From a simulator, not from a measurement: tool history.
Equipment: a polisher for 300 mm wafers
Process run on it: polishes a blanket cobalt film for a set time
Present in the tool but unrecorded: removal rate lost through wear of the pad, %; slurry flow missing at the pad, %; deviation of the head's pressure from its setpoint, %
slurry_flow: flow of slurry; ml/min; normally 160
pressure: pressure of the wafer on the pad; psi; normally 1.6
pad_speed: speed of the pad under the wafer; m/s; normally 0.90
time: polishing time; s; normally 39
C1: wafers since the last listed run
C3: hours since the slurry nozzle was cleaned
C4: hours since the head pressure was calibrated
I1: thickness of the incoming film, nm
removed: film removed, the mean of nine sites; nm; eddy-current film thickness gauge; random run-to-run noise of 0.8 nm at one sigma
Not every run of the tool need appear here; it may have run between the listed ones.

{"run": 1, "day": 0.0, "slurry_flow": 160, "pressure": 1.6, "pad_speed": 0.9, "time": 39, "C1": 0, "wafers polished on this pad": 4686, "C3": 434.8, "C4": 131.4, "I1": 930.0, "removed": 148.9}
{"run": 2, "day": 3.717, "slurry_flow": 160, "pressure": 1.6, "pad_speed": 0.9, "time": 39, "C1": 793, "wafers polished on this pad": 5480, "C3": 524.0, "C4": 220.6, "I1": 905.3, "removed": 150.8}
{"day": 5.6, "done": "worn pad replaced by a new one"}
{"run": 3, "day": 6.425, "slurry_flow": 160, "pressure": 1.6, "pad_speed": 0.9, "time": 39, "C1": 542, "wafers polished on this pad": 175, "C3": 589.0, "C4": 285.6, "I1": 912.3, "removed": 150.1}
{"run": 4, "day": 9.642, "slurry_flow": 160, "pressure": 1.6, "pad_speed": 0.9, "time": 39, "C1": 687, "wafers polished on this pad": 863, "C3": 666.2, "C4": 362.8, "I1": 935.4, "removed": 150.9}
{"day": 12.704, "done": "slurry nozzle cleaned"}
{"run": 5, "day": 12.938, "slurry_flow": 160, "pressure": 1.6, "pad_speed": 0.9, "time": 39, "C1": 695, "wafers polished on this pad": 1558, "C3": 5.6, "C4": 441.9, "I1": 917.3, "removed": 152.7}
{"run": 6, "day": 16.362, "slurry_flow": 160, "pressure": 1.6, "pad_speed": 0.9, "time": 39, "C1": 731, "wafers polished on this pad": 2289, "C3": 87.8, "C4": 524.1, "I1": 927.3, "removed": 151.6}
{"run": 7, "day": 18.775, "slurry_flow": 160, "pressure": 1.6, "pad_speed": 0.9, "time": 39, "C1": 515, "wafers polished on this pad": 2805, "C3": 145.7, "C4": 582.0, "I1": 907.4, "removed": 154.2}
{"day": 19.158, "done": "head pressure recalibrated, repeated, since the last time left the tool worse"}
{"run": 8, "day": 20.775, "slurry_flow": 160, "pressure": 1.6, "pad_speed": 0.9, "time": 39, "C1": 409, "wafers polished on this pad": 3214, "C3": 193.7, "C4": 38.8, "I1": 913.1, "removed": 133.5}
{"run": 9, "day": 24.796, "slurry_flow": 160, "pressure": 1.6, "pad_speed": 0.78, "time": 33, "C1": 858, "wafers polished on this pad": 4073, "C3": 290.2, "C4": 135.3, "I1": 927.3, "removed": 97.6}
{"run": 10, "day": 27.712, "slurry_flow": 160, "pressure": 1.6, "pad_speed": 0.78, "time": 33, "C1": 623, "wafers polished on this pad": 4696, "C3": 360.2, "C4": 205.3, "I1": 923.6, "removed": 99.3}
{"run": 11, "day": 29.45, "slurry_flow": 160, "pressure": 1.6, "pad_speed": 0.78, "time": 33, "C1": 371, "wafers polished on this pad": 5067, "C3": 401.9, "C4": 247.0, "I1": 903.7, "removed": 99.5}
{"day": 29.938, "done": "worn pad replaced by a new one"}
{"run": 12, "day": 32.054, "slurry_flow": 160, "pressure": 1.6, "pad_speed": 0.9, "time": 29, "C1": 520, "wafers polished on this pad": 452, "C3": 464.4, "C4": 309.5, "I1": 918.2, "removed": 102.0}
{"run": 13, "day": 34.504, "slurry_flow": 190, "pressure": 1.0, "pad_speed": 0.76, "time": 34, "C1": 523, "wafers polished on this pad": 975, "C3": 523.2, "C4": 368.3, "I1": 923.3, "removed": 64.8}
{"day": 37.079, "done": "slurry nozzle cleaned"}
{"run": 14, "day": 37.858, "slurry_flow": 210, "pressure": 1.6, "pad_speed": 0.9, "time": 31, "C1": 707, "wafers polished on this pad": 1683, "C3": 18.7, "C4": 448.8, "I1": 930.9, "removed": 114.2}
{"run": 15, "day": 41.912, "slurry_flow": 160, "pressure": 1.6, "pad_speed": 0.9, "time": 39, "C1": 866, "wafers polished on this pad": 2549, "C3": 116.0, "C4": 546.1, "I1": 914.6, "removed": 140.5}
{"run": 16, "day": 45.962, "slurry_flow": 210, "pressure": 2.0, "pad_speed": 0.9, "time": 32, "C1": 865, "wafers polished on this pad": 3414, "C3": 213.2, "C4": 643.3, "I1": 922.4, "removed": 150.2}
{"run": 17, "day": 49.342, "slurry_flow": 160, "pressure": 1.9, "pad_speed": 0.6, "time": 35, "C1": 721, "wafers polished on this pad": 4136, "C3": 294.3, "C4": 724.4, "I1": 936.5, "removed": 100.5}
{"day": 50.054, "done": "head pressure recalibrated"}
{"run": 18, "day": 53.592, "slurry_flow": 135, "pressure": 1.8, "pad_speed": 0.9, "time": 39, "C1": 890, "wafers polished on this pad": 5026, "C3": 396.3, "C4": 84.9, "I1": 928.8, "removed": 144.0}
{"run": 19, "day": 55.338, "slurry_flow": 160, "pressure": 1.9, "pad_speed": 1.02, "time": 33, "C1": 372, "wafers polished on this pad": 5399, "C3": 438.2, "C4": 126.8, "I1": 924.3, "removed": 152.4}
{"run": 20, "day": 58.129, "slurry_flow": 160, "pressure": 1.3, "pad_speed": 1.04, "time": 39, "C1": 596, "wafers polished on this pad": 5995, "C3": 505.2, "C4": 193.8, "I1": 932.9, "removed": 125.9}
{"run": 21, "day": 59.812, "slurry_flow": 160, "pressure": 1.6, "pad_speed": 0.9, "time": 39, "C1": 359, "wafers polished on this pad": 6355, "C3": 545.6, "C4": 234.2, "I1": 922.0, "removed": 134.6}
{"day": 61.483, "done": "worn pad replaced by a new one"}
{"run": 22, "day": 62.617, "slurry_flow": 200, "pressure": 1.3, "pad_speed": 1.2, "time": 39, "C1": 563, "wafers polished on this pad": 241, "C3": 612.9, "C4": 301.5, "I1": 917.4, "removed": 152.3}
{"day": 64.054, "done": "slurry nozzle cleaned"}
{"run": 23, "day": 64.642, "slurry_flow": 160, "pressure": 1.6, "pad_speed": 0.9, "time": 39, "C1": 423, "wafers polished on this pad": 665, "C3": 14.1, "C4": 350.1, "I1": 932.7, "removed": 138.1}
{"run": 24, "day": 66.483, "slurry_flow": 160, "pressure": 2.1, "pad_speed": 0.9, "time": 39, "C1": 393, "wafers polished on this pad": 1058, "C3": 58.3, "C4": 394.3, "I1": 926.3, "removed": 179.2}
{"run": 25, "day": 70.804, "slurry_flow": 160, "pressure": 1.6, "pad_speed": 0.9, "time": 39, "C1": 923, "wafers polished on this pad": 1981, "C3": 162.0, "C4": 498.0, "I1": 930.6, "removed": 136.8}
{"run": 26, "day": 73.7, "slurry_flow": 160, "pressure": 2.0, "pad_speed": 1.06, "time": 43, "C1": 618, "wafers polished on this pad": 2600, "C3": 231.5, "C4": 567.5, "I1": 910.3, "removed": 224.8}
{"day": 76.354, "done": "head pressure recalibrated"}
{"run": 27, "day": 77.821, "slurry_flow": 160, "pressure": 1.6, "pad_speed": 0.9, "time": 39, "C1": 862, "wafers polished on this pad": 3463, "C3": 330.4, "C4": 35.2, "I1": 922.5, "removed": 132.0}
{"run": 28, "day": 79.746, "slurry_flow": 200, "pressure": 1.3, "pad_speed": 1.0, "time": 43, "C1": 411, "wafers polished on this pad": 3874, "C3": 376.6, "C4": 81.4, "I1": 923.3, "removed": 135.3}
{"run": 29, "day": 83.788, "slurry_flow": 160, "pressure": 1.2, "pad_speed": 0.9, "time": 50, "C1": 863, "wafers polished on this pad": 4737, "C3": 473.6, "C4": 178.4, "I1": 924.2, "removed": 128.3}
{"day": 85.642, "done": "worn pad replaced by a new one"}
{"run": 30, "day": 87.95, "slurry_flow": 200, "pressure": 1.9, "pad_speed": 0.7, "time": 25, "C1": 853, "wafers polished on this pad": 493, "C3": 573.5, "C4": 278.3, "I1": 927.2, "removed": 82.2}
{"run": 31, "day": 90.317, "slurry_flow": 120, "pressure": 1.3, "pad_speed": 0.66, "time": 33, "C1": 505, "wafers polished on this pad": 998, "C3": 630.3, "C4": 335.1, "I1": 927.2, "removed": 64.4}
{"day": 91.775, "done": "slurry nozzle cleaned"}
{"run": 32, "day": 92.146, "slurry_flow": 210, "pressure": 1.6, "pad_speed": 0.9, "time": 33, "C1": 381, "wafers polished on this pad": 1380, "C3": 8.9, "C4": 379.0, "I1": 923.1, "removed": 119.7}
{"run": 33, "day": 96.5, "slurry_flow": 115, "pressure": 1.6, "pad_speed": 1.22, "time": 43, "C1": 930, "wafers polished on this pad": 2310, "C3": 113.4, "C4": 483.5, "I1": 928.5, "removed": 189.4}
{"run": 34, "day": 98.758, "slurry_flow": 200, "pressure": 1.6, "pad_speed": 0.9, "time": 43, "C1": 482, "wafers polished on this pad": 2793, "C3": 167.6, "C4": 537.7, "I1": 930.5, "removed": 158.2}
{"run": 35, "day": 101.367, "slurry_flow": 160, "pressure": 1.6, "pad_speed": 0.9, "time": 47, "C1": 557, "wafers polished on this pad": 3350, "C3": 230.2, "C4": 600.3, "I1": 920.2, "removed": 164.6}
{"day": 101.838, "done": "head pressure recalibrated"}
{"run": 36, "day": 104.592, "slurry_flow": 160, "pressure": 1.6, "pad_speed": 0.9, "time": 39, "C1": 671, "wafers polished on this pad": 4021, "C3": 307.6, "C4": 66.1, "I1": 906.7, "removed": 131.8}

List, for all runs, the conditions of the tool that the log does not record:
removal rate lost through wear of the pad, %: 0 at every run
slurry flow missing at the pad, %: 0 at every run
H1: deviation of the head's pressure from its setpoint, %
run=1 H1=11.9
run=2 H1=12.6
run=3 H1=13.2
run=4 H1=13.8
run=5 H1=14.4
run=6 H1=15.1
run=7 H1=15.6
run=8 H1=0.924
run=9 H1=1.7
run=10 H1=2.27
run=11 H1=2.6
run=12 H1=3.11
run=13 H1=3.58
run=14 H1=4.23
run=15 H1=5.01
run=16 H1=5.8
run=17 H1=6.45
run=18 H1=0.884
run=19 H1=1.22
run=20 H1=1.76
run=21 H1=2.09
run=22 H1=2.63
run=23 H1=3.02
run=24 H1=3.38
run=25 H1=4.21
run=26 H1=4.77
run=27 H1=-0.667
run=28 H1=-0.294
run=29 H1=0.488
run=30 H1=1.29
run=31 H1=1.75
run=32 H1=2.1
run=33 H1=2.95
run=34 H1=3.38
run=35 H1=3.89
run=36 H1=-0.298

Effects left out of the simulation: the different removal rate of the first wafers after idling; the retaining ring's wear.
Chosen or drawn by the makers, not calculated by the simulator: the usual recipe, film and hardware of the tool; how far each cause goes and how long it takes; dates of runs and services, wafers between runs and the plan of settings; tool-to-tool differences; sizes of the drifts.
